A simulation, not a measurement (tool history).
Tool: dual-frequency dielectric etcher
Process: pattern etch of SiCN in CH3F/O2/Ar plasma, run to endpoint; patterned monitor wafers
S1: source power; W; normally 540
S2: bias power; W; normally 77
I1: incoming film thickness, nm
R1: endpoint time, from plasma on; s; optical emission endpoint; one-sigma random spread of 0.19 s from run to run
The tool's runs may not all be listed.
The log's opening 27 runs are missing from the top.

run,hour,S1,S2,I1,R1
28,392.5,650,60,10.59,23.5
29,400.2,500,77,10.66,26.5
30,413.0,440,60,10.65,30.0
31,428.1,540,77,10.53,24.6
32,440.3,540,77,10.62,24.9
# hour 469.4: wet clean of the chamber
33,469.9,620,86,10.59,23.3
34,470.2,590,59,10.75,26.4
35,470.5,420,95,10.68,29.3

Predict each of these 4 candidate next runs independently; none follows another, all start after run 35:
A,470.9,540,77,10.60,?
B,470.9,470,88,10.60,?
C,470.9,580,77,10.60,?
D,470.9,620,77,10.60,?

run,R1
A,26.1
B,27.6
C,25.0
D,24.0
Take away the tool's hidden state, keep each run's random variation, and the runs would have read:
run,R1
A,26.1
B,27.7
C,25.0
D,24.1

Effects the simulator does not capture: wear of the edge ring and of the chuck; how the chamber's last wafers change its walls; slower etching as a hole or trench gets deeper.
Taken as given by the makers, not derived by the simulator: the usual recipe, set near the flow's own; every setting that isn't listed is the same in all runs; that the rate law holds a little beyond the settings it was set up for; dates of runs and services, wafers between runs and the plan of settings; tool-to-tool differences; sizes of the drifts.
